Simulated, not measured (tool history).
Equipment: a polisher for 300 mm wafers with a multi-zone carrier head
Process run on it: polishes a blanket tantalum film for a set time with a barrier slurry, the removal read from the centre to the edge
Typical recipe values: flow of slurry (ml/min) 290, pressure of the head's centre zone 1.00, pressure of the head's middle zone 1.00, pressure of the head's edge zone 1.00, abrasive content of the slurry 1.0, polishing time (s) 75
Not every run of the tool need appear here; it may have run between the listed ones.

run   hour  flow of slurry (ml/min)  pressure of the head's centre zone  pressure of the head's middle zone  pressure of the head's edge zone  abrasive content of the slurry  polishing time (s)  incoming thickness of the incoming film, nm  film removed at the wafer's centre (Å)  film removed at mid-radius (Å)  film removed at the wafer's edge (Å)
  1    0.0                      290                                1.00                                1.00                              1.00                             1.0                  75                                        330.5                                     939                             940                                   926
  2   22.7                      290                                1.00                                1.00                              1.00                             1.0                  75                                        328.5                                     885                             894                                   933
  3   40.2                      290                                1.00                                1.00                              1.00                             1.0                  75                                        332.8                                     882                             891                                   902
  4   55.3                      290                                1.00                                1.00                              1.09                             1.0                  75                                        325.3                                     866                             876                                   914
  5   87.9                      290                                1.00                                1.00                              1.09                             1.0                  75                                        329.5                                     853                             861                                   899
      95.7  -- slurry nozzle cleaned
  6  106.3                      290                                1.00                                1.00                              1.00                             1.2                  75                                        325.6                                     883                             880                                   912
     138.4  -- worn pad replaced by a new one
  7  138.9                      290                                1.00                                1.00                              1.00                             1.2                  75                                        330.4                                     972                             980                                   993
  8  155.0                      255                                1.00                                0.96                              1.00                             1.0                  75                                        329.4                                     885                             871                                   918
  9  168.4                      290                                1.00                                1.00                              1.00                             1.2                  75                                        334.0                                     952                             948                                   960
     170.9  -- edge zone pressure recalibrated
 10  196.0                      290                                0.91                                1.12                              1.00                             1.0                  75                                        331.9                                     802                             975                                   894
 11  219.2                      235                                1.00                                1.11                              0.90                             1.3                  75                                        335.7                                     880                             986                                   877
     250.9  -- worn pad replaced by a new one
 12  255.0                      290                                1.00                                1.00                              1.00                             1.0                 100                                        323.6                                    1234                            1241                                  1280
 13  268.1                      290                                1.00                                1.00                              1.00                             1.0                  75                                        330.0                                     905                             916                                   946
 14  293.9                      290                                1.00                                1.00                              1.09                             1.0                  75                                        332.6                                     880                             893                                   923
     301.2  -- slurry nozzle cleaned
 15  317.9                      290                                1.06                                1.05                              1.00                             0.8                  68                                        323.8                                     770                             771                                   749
     352.1  -- carrier head's membrane replaced by a new one
     379.2  -- worn pad replaced by a new one
     383.0  -- centre zone pressure recalibrated
 16  407.2                      210                                1.00                                1.00                              1.10                             1.0                  57                                        330.9                                     657                             655                                   698
 17  424.0                      290                                1.11                                1.11                              1.05                             1.0                  75                                        331.8                                     993                             963                                   904
 18  440.9                      290                                1.00                                1.00                              1.05                             1.0                  75                                        328.2                                     880                             855                                   886
     502.8  -- slurry nozzle cleaned
 19  514.4                      290                                1.00                                1.00                              1.00                             1.0                  85                                        326.5                                     902                             898                                   914
     521.6  -- worn pad replaced by a new one
 20  543.9                      205                                1.00                                0.95                              0.92                             0.9                  75                                        331.4                                     842                             797                                   838

List, for all runs, the conditions of the tool that the log does not record:
slurry flow missing at the pad, %: 0, the same for each run
deviation of the centre zone's pressure from its setpoint, %: 0, the same for each run
deviation of the edge zone's pressure from its setpoint, %: 0, the same for each run
H1: removal rate lost through wear of the pad, %
run     H1
  1  0.388
  2   2.57
  3   4.24
  4   5.69
  5   8.82
  6   10.6
  7  0.219
  8   1.76
  9   3.05
 10    5.7
 11   7.92
 12  0.504
 13   1.76
 14   4.24
 15   6.54
 16   3.81
 17   5.42
 18   7.04
 19   14.1
 20   2.74
